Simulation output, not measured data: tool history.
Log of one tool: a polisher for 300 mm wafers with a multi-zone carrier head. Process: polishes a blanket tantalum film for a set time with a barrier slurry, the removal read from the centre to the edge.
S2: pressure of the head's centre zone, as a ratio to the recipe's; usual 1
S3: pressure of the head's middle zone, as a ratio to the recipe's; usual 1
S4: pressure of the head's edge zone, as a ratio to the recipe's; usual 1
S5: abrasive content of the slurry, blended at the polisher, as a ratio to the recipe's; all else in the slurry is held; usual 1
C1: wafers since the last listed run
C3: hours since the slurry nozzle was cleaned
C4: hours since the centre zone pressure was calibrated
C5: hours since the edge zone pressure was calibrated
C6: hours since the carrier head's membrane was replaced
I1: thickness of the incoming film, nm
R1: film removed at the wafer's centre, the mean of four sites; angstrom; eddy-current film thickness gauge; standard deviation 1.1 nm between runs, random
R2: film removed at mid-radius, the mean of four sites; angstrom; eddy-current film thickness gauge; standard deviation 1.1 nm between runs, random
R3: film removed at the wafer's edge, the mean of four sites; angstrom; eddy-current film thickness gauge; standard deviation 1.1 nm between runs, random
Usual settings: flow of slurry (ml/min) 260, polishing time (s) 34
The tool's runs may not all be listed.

{"run": 1, "hour": 0.0, "flow of slurry (ml/min)": 260, "S2": 0.96, "S3": 1.03, "S4": 1, "S5": 1, "polishing time (s)": 34, "C1": 0, "wafers polished on this pad": 2539, "C3": 121.6, "C4": 255.6, "C5": 996.1, "C6": 1427.9, "I1": 229.9, "R1": 720, "R2": 762, "R3": 715}
{"run": 2, "hour": 19.6, "flow of slurry (ml/min)": 260, "S2": 1, "S3": 1, "S4": 1, "S5": 1, "polishing time (s)": 34, "C1": 251, "wafers polished on this pad": 2790, "C3": 141.2, "C4": 275.2, "C5": 1015.7, "C6": 1447.5, "I1": 233.6, "R1": 744, "R2": 740, "R3": 691}
{"hour": 35.4, "done": "worn pad replaced by a new one"}
{"run": 3, "hour": 43.0, "flow of slurry (ml/min)": 260, "S2": 1.11, "S3": 1.04, "S4": 0.89, "S5": 0.9, "polishing time (s)": 34, "C1": 248, "wafers polished on this pad": 97, "C3": 164.6, "C4": 298.6, "C5": 1039.1, "C6": 1470.9, "I1": 230.4, "R1": 868, "R2": 796, "R3": 705}
{"run": 4, "hour": 59.9, "flow of slurry (ml/min)": 260, "S2": 1, "S3": 1, "S4": 1, "S5": 1, "polishing time (s)": 28, "C1": 216, "wafers polished on this pad": 314, "C3": 181.5, "C4": 315.5, "C5": 1056, "C6": 1487.8, "I1": 232.6, "R1": 662, "R2": 655, "R3": 636}
{"hour": 113.5, "done": "carrier head's membrane replaced by a new one, of another model than before"}
{"run": 5, "hour": 116.4, "flow of slurry (ml/min)": 260, "S2": 0.94, "S3": 0.95, "S4": 1.1, "S5": 1.2, "polishing time (s)": 34, "C1": 660, "wafers polished on this pad": 975, "C3": 238, "C4": 372, "C5": 1112.5, "C6": 2.9, "I1": 230.4, "R1": 771, "R2": 778, "R3": 786}
{"run": 6, "hour": 129.0, "flow of slurry (ml/min)": 260, "S2": 1, "S3": 1, "S4": 1, "S5": 1, "polishing time (s)": 34, "C1": 161, "wafers polished on this pad": 1137, "C3": 250.6, "C4": 384.6, "C5": 1125.1, "C6": 15.5, "I1": 226.7, "R1": 768, "R2": 781, "R3": 741}
{"hour": 156.4, "done": "slurry nozzle cleaned"}
{"run": 7, "hour": 161.7, "flow of slurry (ml/min)": 260, "S2": 1, "S3": 0.95, "S4": 1, "S5": 0.8, "polishing time (s)": 34, "C1": 406, "wafers polished on this pad": 1543, "C3": 5.3, "C4": 417.3, "C5": 1157.8, "C6": 48.2, "I1": 230.6, "R1": 732, "R2": 712, "R3": 672}
{"run": 8, "hour": 189.0, "flow of slurry (ml/min)": 260, "S2": 1, "S3": 1, "S4": 1, "S5": 1, "polishing time (s)": 34, "C1": 350, "wafers polished on this pad": 1894, "C3": 32.6, "C4": 444.6, "C5": 1185.1, "C6": 75.5, "I1": 229.3, "R1": 767, "R2": 753, "R3": 707}
{"run": 9, "hour": 241.4, "flow of slurry (ml/min)": 260, "S2": 1, "S3": 1, "S4": 1, "S5": 1, "polishing time (s)": 34, "C1": 672, "wafers polished on this pad": 2566, "C3": 85, "C4": 497, "C5": 1237.5, "C6": 127.9, "I1": 227.9, "R1": 721, "R2": 743, "R3": 711}
{"hour": 263.6, "done": "worn pad replaced by a new one"}
{"hour": 264.3, "done": "edge zone pressure recalibrated"}
{"run": 10, "hour": 264.8, "flow of slurry (ml/min)": 260, "S2": 1, "S3": 1, "S4": 1, "S5": 1, "polishing time (s)": 34, "C1": 240, "wafers polished on this pad": 6, "C3": 108.4, "C4": 520.4, "C5": 0.5, "C6": 151.3, "I1": 228.2, "R1": 832, "R2": 805, "R3": 763}
{"run": 11, "hour": 274.2, "flow of slurry (ml/min)": 260, "S2": 1.06, "S3": 0.95, "S4": 1, "S5": 1.1, "polishing time (s)": 34, "C1": 120, "wafers polished on this pad": 127, "C3": 117.8, "C4": 529.8, "C5": 9.9, "C6": 160.7, "I1": 227.5, "R1": 866, "R2": 791, "R3": 767}
{"run": 12, "hour": 298.2, "flow of slurry (ml/min)": 235, "S2": 1, "S3": 1, "S4": 1, "S5": 1, "polishing time (s)": 34, "C1": 307, "wafers polished on this pad": 435, "C3": 141.8, "C4": 553.8, "C5": 33.9, "C6": 184.7, "I1": 225.6, "R1": 787, "R2": 783, "R3": 761}
{"run": 13, "hour": 313.8, "flow of slurry (ml/min)": 260, "S2": 1.03, "S3": 1, "S4": 1.06, "S5": 1, "polishing time (s)": 34, "C1": 200, "wafers polished on this pad": 635, "C3": 157.4, "C4": 569.4, "C5": 49.5, "C6": 200.3, "I1": 230, "R1": 804, "R2": 804, "R3": 773}
{"run": 14, "hour": 326.3, "flow of slurry (ml/min)": 260, "S2": 1, "S3": 1, "S4": 1, "S5": 1, "polishing time (s)": 34, "C1": 160, "wafers polished on this pad": 795, "C3": 169.9, "C4": 581.9, "C5": 62, "C6": 212.8, "I1": 228.3, "R1": 776, "R2": 811, "R3": 741}
{"run": 15, "hour": 353.0, "flow of slurry (ml/min)": 260, "S2": 1, "S3": 1, "S4": 1, "S5": 1, "polishing time (s)": 34, "C1": 342, "wafers polished on this pad": 1138, "C3": 196.6, "C4": 608.6, "C5": 88.7, "C6": 239.5, "I1": 229.5, "R1": 783, "R2": 763, "R3": 738}
{"run": 16, "hour": 385.6, "flow of slurry (ml/min)": 260, "S2": 1, "S3": 0.96, "S4": 1.07, "S5": 1, "polishing time (s)": 34, "C1": 418, "wafers polished on this pad": 1556, "C3": 229.2, "C4": 641.2, "C5": 121.3, "C6": 272.1, "I1": 229.6, "R1": 760, "R2": 753, "R3": 740}
{"run": 17, "hour": 415.4, "flow of slurry (ml/min)": 350, "S2": 1, "S3": 1.12, "S4": 1, "S5": 1, "polishing time (s)": 34, "C1": 382, "wafers polished on this pad": 1939, "C3": 259, "C4": 671, "C5": 151.1, "C6": 301.9, "I1": 228.1, "R1": 784, "R2": 842, "R3": 751}
{"hour": 426.0, "done": "slurry nozzle cleaned"}
{"run": 18, "hour": 445.6, "flow of slurry (ml/min)": 260, "S2": 1, "S3": 1, "S4": 1.11, "S5": 1.1, "polishing time (s)": 34, "C1": 374, "wafers polished on this pad": 2313, "C3": 19.6, "C4": 701.2, "C5": 181.3, "C6": 332.1, "I1": 226.9, "R1": 765, "R2": 753, "R3": 751}
{"run": 19, "hour": 461.0, "flow of slurry (ml/min)": 260, "S2": 1, "S3": 1, "S4": 1, "S5": 1, "polishing time (s)": 34, "C1": 197, "wafers polished on this pad": 2511, "C3": 35, "C4": 716.6, "C5": 196.7, "C6": 347.5, "I1": 233.1, "R1": 749, "R2": 738, "R3": 703}
{"run": 20, "hour": 479.7, "flow of slurry (ml/min)": 260, "S2": 1, "S3": 0.92, "S4": 0.92, "S5": 0.85, "polishing time (s)": 34, "C1": 239, "wafers polished on this pad": 2751, "C3": 53.7, "C4": 735.3, "C5": 215.4, "C6": 366.2, "I1": 231.7, "R1": 713, "R2": 654, "R3": 673}
{"run": 21, "hour": 501.9, "flow of slurry (ml/min)": 260, "S2": 1, "S3": 1, "S4": 1, "S5": 1, "polishing time (s)": 42, "C1": 284, "wafers polished on this pad": 3036, "C3": 75.9, "C4": 757.5, "C5": 237.6, "C6": 388.4, "I1": 228.9, "R1": 928, "R2": 895, "R3": 853}
{"hour": 518.1, "done": "worn pad replaced by a new one"}
{"run": 22, "hour": 518.6, "flow of slurry (ml/min)": 200, "S2": 1, "S3": 1, "S4": 1, "S5": 1.25, "polishing time (s)": 34, "C1": 162, "wafers polished on this pad": 6, "C3": 92.6, "C4": 774.2, "C5": 254.3, "C6": 405.1, "I1": 228.9, "R1": 816, "R2": 837, "R3": 789}

Predict each of these 4 candidate next runs independently; none follows another, all start after run 22:
{"run": "A", "hour": 519.0, "flow of slurry (ml/min)": 260, "S2": 1, "S3": 1, "S4": 1, "S5": 1, "polishing time (s)": 34, "C1": 5, "wafers polished on this pad": 12, "C3": 93, "C4": 774.6, "C5": 254.7, "C6": 405.5, "I1": 230.1, "R1": "?", "R2": "?", "R3": "?"}
{"run": "B", "hour": 519.0, "flow of slurry (ml/min)": 260, "S2": 1, "S3": 1.12, "S4": 1, "S5": 1, "polishing time (s)": 34, "C1": 5, "wafers polished on this pad": 12, "C3": 93, "C4": 774.6, "C5": 254.7, "C6": 405.5, "I1": 230.1, "R1": "?", "R2": "?", "R3": "?"}
{"run": "C", "hour": 519.0, "flow of slurry (ml/min)": 260, "S2": 1, "S3": 1, "S4": 1, "S5": 0.7, "polishing time (s)": 34, "C1": 5, "wafers polished on this pad": 12, "C3": 93, "C4": 774.6, "C5": 254.7, "C6": 405.5, "I1": 230.1, "R1": "?", "R2": "?", "R3": "?"}
{"run": "D", "hour": 519.0, "flow of slurry (ml/min)": 260, "S2": 1.08, "S3": 1.09, "S4": 0.94, "S5": 1, "polishing time (s)": 34, "C1": 5, "wafers polished on this pad": 12, "C3": 93, "C4": 774.6, "C5": 254.7, "C6": 405.5, "I1": 230.1, "R1": "?", "R2": "?", "R3": "?"}

run=A R1=794 R2=796 R3=764
run=B R1=795 R2=859 R3=763
run=C R1=723 R2=725 R3=696
run=D R1=833 R2=843 R3=753
The same runs, with their run-to-run variation unchanged, on a tool lacking any hidden condition would have given:
run=A R1=799 R2=802 R3=769
run=B R1=800 R2=864 R3=768
run=C R1=728 R2=730 R3=701
run=D R1=839 R2=848 R3=758

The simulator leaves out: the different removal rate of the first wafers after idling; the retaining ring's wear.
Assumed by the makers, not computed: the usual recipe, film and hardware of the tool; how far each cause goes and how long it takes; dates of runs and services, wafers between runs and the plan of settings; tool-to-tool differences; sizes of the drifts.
